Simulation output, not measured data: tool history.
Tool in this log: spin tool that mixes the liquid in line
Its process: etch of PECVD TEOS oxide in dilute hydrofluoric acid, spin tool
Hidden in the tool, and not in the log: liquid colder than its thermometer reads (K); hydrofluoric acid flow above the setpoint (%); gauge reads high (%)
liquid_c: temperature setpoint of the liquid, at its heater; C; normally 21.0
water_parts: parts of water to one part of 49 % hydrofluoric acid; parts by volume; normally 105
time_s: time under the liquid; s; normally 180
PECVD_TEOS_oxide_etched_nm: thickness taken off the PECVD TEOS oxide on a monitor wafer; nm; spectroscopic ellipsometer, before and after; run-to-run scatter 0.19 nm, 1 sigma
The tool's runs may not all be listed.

run,hour,liquid_c,water_parts,time_s,wafers since the last listed run,hours since the thermometer was replaced,hours since the hydrofluoric acid flow meter was replaced,hours since the gauge calibration,"read-back film thickness of the PECVD TEOS oxide reference wafer, read on the same gauge (nm)",PECVD_TEOS_oxide_etched_nm
1,0.0,21.0,105,180,0,1021.9,1454.1,601.8,40.01,27.28
2,38.3,21.0,105,225,375,1060.2,1492.4,640.1,40.01,34.16
3,105.7,21.0,105,180,660,1127.6,1559.8,707.5,39.98,26.90
4,159.6,21.0,105,180,527,1181.5,1613.7,761.4,39.98,26.89
5,226.5,21.0,80,210,655,1248.4,1680.6,828.3,40.00,42.17
6,272.7,21.0,80,210,452,1294.6,1726.8,874.5,40.01,42.08
7,320.7,21.0,80,210,470,1342.6,1774.8,922.5,40.01,42.25
8,361.3,21.0,95,265,397,1383.2,1815.4,963.1,40.01,43.87
# hour 389.1: hydrofluoric acid flow meter replaced
9,432.1,21.0,95,265,683,1454.0,43.0,1033.9,40.01,39.31
10,518.5,21.0,105,180,846,1540.4,129.4,1120.3,40.05,23.54
11,569.0,21.0,105,180,494,1590.9,179.9,1170.8,40.01,23.90
# hour 854.7: thermometer replaced
12,889.4,21.0,105,180,3128,34.7,500.3,1491.2,40.00,26.28
13,980.2,21.0,105,180,889,125.5,591.1,1582.0,40.02,26.25
14,1054.3,21.0,105,180,725,199.6,665.2,1656.1,39.99,26.34
15,1116.3,21.0,105,180,607,261.6,727.2,1718.1,40.02,26.29
16,1159.7,21.0,105,180,425,305.0,770.6,1761.5,39.99,26.41
17,1208.9,17.5,130,235,481,354.2,819.8,1810.7,40.04,23.58
# hour 1211.6: gauge calibrated
18,1302.6,21.0,80,210,917,447.9,913.5,91.0,39.99,42.11
19,1363.7,17.5,155,110,598,509.0,974.6,152.1,40.00,8.94
20,1475.1,25.0,130,125,1091,620.4,1086.0,263.5,39.99,16.83
21,1565.0,25.5,135,180,880,710.3,1175.9,353.4,39.99,23.75
22,1612.2,21.0,155,180,462,757.5,1223.1,400.6,39.96,17.13
23,1781.1,25.5,105,180,1654,926.4,1392.0,569.5,40.02,31.94
24,1876.9,22.5,105,180,938,1022.2,1487.8,665.3,40.00,28.24
25,1913.6,17.5,105,180,359,1058.9,1524.5,702.0,39.99,23.32
26,2016.0,21.0,105,180,1002,1161.3,1626.9,804.4,40.02,26.80
# hour 2122.1: hydrofluoric acid flow meter replaced
27,2152.6,22.5,125,125,1328,1297.9,30.5,941.0,40.00,14.76
28,2227.3,19.0,90,180,731,1372.6,105.2,1015.7,40.03,26.37
29,2304.1,23.5,125,285,752,1449.4,182.0,1092.5,40.03,34.83
# hour 2400.3: thermometer replaced
30,2614.9,21.0,80,210,3034,214.6,492.8,1403.3,40.02,41.03
31,2720.7,21.0,105,265,1036,320.4,598.6,1509.1,39.96,38.63
32,2781.5,21.0,105,180,595,381.2,659.4,1569.9,40.00,26.33
33,2888.9,17.0,75,100,1051,488.6,766.8,1677.3,40.00,17.70
34,3039.8,21.0,105,180,1477,639.5,917.7,1828.2,40.00,26.29

3 ways to go on from here, each from the tool as it stands after run 34. What would each give?
A,3040.3,21.0,105,125,4,640.0,918.2,1828.7,?,?
B,3040.3,17.5,85,260,4,640.0,918.2,1828.7,?,?
C,3040.3,22.5,55,210,4,640.0,918.2,1828.7,?,?

run,"read-back film thickness of the PECVD TEOS oxide reference wafer, read on the same gauge (nm)",PECVD_TEOS_oxide_etched_nm
A,40.01,18.42
B,40.01,41.72
C,40.01,66.50
With no hidden state in the tool, these same runs would have given:
run,PECVD_TEOS_oxide_etched_nm
A,17.90
B,40.66
C,64.82
